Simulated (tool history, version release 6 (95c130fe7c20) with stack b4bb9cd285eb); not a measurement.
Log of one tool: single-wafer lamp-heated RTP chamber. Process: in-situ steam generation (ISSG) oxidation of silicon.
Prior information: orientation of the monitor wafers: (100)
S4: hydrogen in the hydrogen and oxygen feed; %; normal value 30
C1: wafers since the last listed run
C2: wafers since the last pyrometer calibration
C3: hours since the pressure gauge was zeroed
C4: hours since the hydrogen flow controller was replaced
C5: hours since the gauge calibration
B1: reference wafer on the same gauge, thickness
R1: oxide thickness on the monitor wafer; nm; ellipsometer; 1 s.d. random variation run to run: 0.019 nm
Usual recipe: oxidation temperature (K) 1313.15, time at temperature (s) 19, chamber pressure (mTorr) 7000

{"run": 1, "day": 0.0, "oxidation temperature (K)": 1313.15, "time at temperature (s)": 19, "chamber pressure (mTorr)": 7500, "S4": 30, "C1": 0, "C2": 1671, "C3": 1964.3, "C4": 4092.6, "C5": 280.4, "B1": 7.387, "R1": 7.181}
{"run": 2, "day": 0.746, "oxidation temperature (K)": 1313.15, "time at temperature (s)": 19, "chamber pressure (mTorr)": 7500, "S4": 30, "C1": 281, "C2": 1952, "C3": 1982.2, "C4": 4110.5, "C5": 298.3, "B1": 7.393, "R1": 7.22}
{"run": 3, "day": 2.029, "oxidation temperature (K)": 1313.15, "time at temperature (s)": 19, "chamber pressure (mTorr)": 7500, "S4": 30, "C1": 484, "C2": 2436, "C3": 2013, "C4": 4141.3, "C5": 329.1, "B1": 7.394, "R1": 7.262}
{"run": 4, "day": 2.808, "oxidation temperature (K)": 1313.15, "time at temperature (s)": 17, "chamber pressure (mTorr)": 7000, "S4": 30, "C1": 293, "C2": 2730, "C3": 2031.7, "C4": 4160, "C5": 347.8, "B1": 7.39, "R1": 6.858}
{"run": 5, "day": 4.296, "oxidation temperature (K)": 1313.15, "time at temperature (s)": 17, "chamber pressure (mTorr)": 7000, "S4": 30, "C1": 561, "C2": 3291, "C3": 2067.4, "C4": 4195.7, "C5": 383.5, "B1": 7.389, "R1": 6.825}
{"run": 6, "day": 5.158, "oxidation temperature (K)": 1313.15, "time at temperature (s)": 17, "chamber pressure (mTorr)": 7000, "S4": 30, "C1": 325, "C2": 3617, "C3": 2088.1, "C4": 4216.4, "C5": 404.2, "B1": 7.389, "R1": 6.872}
{"run": 7, "day": 6.479, "oxidation temperature (K)": 1313.15, "time at temperature (s)": 19, "chamber pressure (mTorr)": 7000, "S4": 30, "C1": 498, "C2": 4115, "C3": 2119.8, "C4": 4248.1, "C5": 435.9, "B1": 7.383, "R1": 7.263}
{"run": 8, "day": 7.304, "oxidation temperature (K)": 1313.15, "time at temperature (s)": 19, "chamber pressure (mTorr)": 7000, "S4": 30, "C1": 311, "C2": 4426, "C3": 2139.6, "C4": 4267.9, "C5": 455.7, "B1": 7.39, "R1": 7.26}
{"run": 9, "day": 8.404, "oxidation temperature (K)": 1313.15, "time at temperature (s)": 19, "chamber pressure (mTorr)": 7000, "S4": 30, "C1": 414, "C2": 4841, "C3": 2166, "C4": 4294.3, "C5": 482.1, "B1": 7.39, "R1": 7.241}
{"run": 10, "day": 9.488, "oxidation temperature (K)": 1324.15, "time at temperature (s)": 19, "chamber pressure (mTorr)": 7000, "S4": 30, "C1": 408, "C2": 5249, "C3": 2192, "C4": 4320.3, "C5": 508.1, "B1": 7.392, "R1": 7.738}
{"day": 9.979, "done": "gauge calibrated"}
{"day": 10.804, "done": "hydrogen flow controller replaced"}
{"run": 11, "day": 10.825, "oxidation temperature (K)": 1324.15, "time at temperature (s)": 19, "chamber pressure (mTorr)": 7000, "S4": 30, "C1": 378, "C2": 5628, "C3": 2224.1, "C4": 0.5, "C5": 20.3, "B1": 7.389, "R1": 7.748}
{"day": 12.033, "done": "pressure gauge zeroed"}
{"run": 12, "day": 12.058, "oxidation temperature (K)": 1313.15, "time at temperature (s)": 19, "chamber pressure (mTorr)": 6900, "S4": 30, "C1": 339, "C2": 5968, "C3": 0.6, "C4": 30.1, "C5": 49.9, "B1": 7.394, "R1": 7.316}
{"run": 13, "day": 13.1, "oxidation temperature (K)": 1313.15, "time at temperature (s)": 13, "chamber pressure (mTorr)": 8500, "S4": 32, "C1": 392, "C2": 6360, "C3": 25.6, "C4": 55.1, "C5": 74.9, "B1": 7.386, "R1": 6.084}
{"run": 14, "day": 13.858, "oxidation temperature (K)": 1313.15, "time at temperature (s)": 17, "chamber pressure (mTorr)": 7000, "S4": 30, "C1": 286, "C2": 6646, "C3": 43.8, "C4": 73.3, "C5": 93.1, "B1": 7.387, "R1": 6.907}
{"run": 15, "day": 15.138, "oxidation temperature (K)": 1313.15, "time at temperature (s)": 19, "chamber pressure (mTorr)": 7000, "S4": 30, "C1": 482, "C2": 7129, "C3": 74.5, "C4": 104, "C5": 123.8, "B1": 7.39, "R1": 7.263}
{"run": 16, "day": 16.342, "oxidation temperature (K)": 1313.15, "time at temperature (s)": 19, "chamber pressure (mTorr)": 7000, "S4": 30, "C1": 454, "C2": 7583, "C3": 103.4, "C4": 132.9, "C5": 152.7, "B1": 7.389, "R1": 7.281}
{"day": 16.804, "done": "pyrometer window cleaned and pyrometer calibrated"}
{"run": 17, "day": 16.9, "oxidation temperature (K)": 1319.15, "time at temperature (s)": 19, "chamber pressure (mTorr)": 7500, "S4": 30, "C1": 84, "C2": 35, "C3": 116.8, "C4": 146.3, "C5": 166.1, "B1": 7.393, "R1": 7.35}
{"run": 18, "day": 17.554, "oxidation temperature (K)": 1294.15, "time at temperature (s)": 19, "chamber pressure (mTorr)": 7500, "S4": 30, "C1": 246, "C2": 282, "C3": 132.5, "C4": 162, "C5": 181.8, "B1": 7.388, "R1": 6.495}
{"run": 19, "day": 18.821, "oxidation temperature (K)": 1322.15, "time at temperature (s)": 19, "chamber pressure (mTorr)": 7000, "S4": 27, "C1": 477, "C2": 760, "C3": 162.9, "C4": 192.4, "C5": 212.2, "B1": 7.395, "R1": 7.277}
{"run": 20, "day": 19.429, "oxidation temperature (K)": 1319.15, "time at temperature (s)": 19, "chamber pressure (mTorr)": 7500, "S4": 30, "C1": 229, "C2": 989, "C3": 177.5, "C4": 207, "C5": 226.8, "B1": 7.39, "R1": 7.395}
{"run": 21, "day": 20.104, "oxidation temperature (K)": 1323.15, "time at temperature (s)": 19, "chamber pressure (mTorr)": 7000, "S4": 30, "C1": 254, "C2": 1244, "C3": 193.7, "C4": 223.2, "C5": 243, "B1": 7.386, "R1": 7.602}
{"run": 22, "day": 21.179, "oxidation temperature (K)": 1298.15, "time at temperature (s)": 22, "chamber pressure (mTorr)": 6900, "S4": 32, "C1": 405, "C2": 1649, "C3": 219.5, "C4": 249, "C5": 268.8, "B1": 7.389, "R1": 7.313}
{"run": 23, "day": 22.421, "oxidation temperature (K)": 1300.15, "time at temperature (s)": 26, "chamber pressure (mTorr)": 6900, "S4": 24, "C1": 468, "C2": 2118, "C3": 249.3, "C4": 278.8, "C5": 298.6, "B1": 7.385, "R1": 7.407}

Here are 3 independent what-if runs from the current tool condition. What would each one return?
{"run": "A", "day": 22.438, "oxidation temperature (K)": 1293.15, "time at temperature (s)": 19, "chamber pressure (mTorr)": 7000, "S4": 30, "C1": 6, "C2": 2124, "C3": 249.7, "C4": 279.2, "C5": 299, "B1": "?", "R1": "?"}
{"run": "B", "day": 22.438, "oxidation temperature (K)": 1326.15, "time at temperature (s)": 19, "chamber pressure (mTorr)": 7000, "S4": 30, "C1": 6, "C2": 2124, "C3": 249.7, "C4": 279.2, "C5": 299, "B1": "?", "R1": "?"}
{"run": "C", "day": 22.438, "oxidation temperature (K)": 1313.15, "time at temperature (s)": 25, "chamber pressure (mTorr)": 7000, "S4": 30, "C1": 6, "C2": 2124, "C3": 249.7, "C4": 279.2, "C5": 299, "B1": "?", "R1": "?"}

run=A B1=7.394 R1=6.534
run=B B1=7.394 R1=7.732
run=C B1=7.394 R1=8.289
Had the tool no hidden state, the same runs would have come out as:
run=A R1=6.425
run=B R1=7.577
run=C R1=8.124

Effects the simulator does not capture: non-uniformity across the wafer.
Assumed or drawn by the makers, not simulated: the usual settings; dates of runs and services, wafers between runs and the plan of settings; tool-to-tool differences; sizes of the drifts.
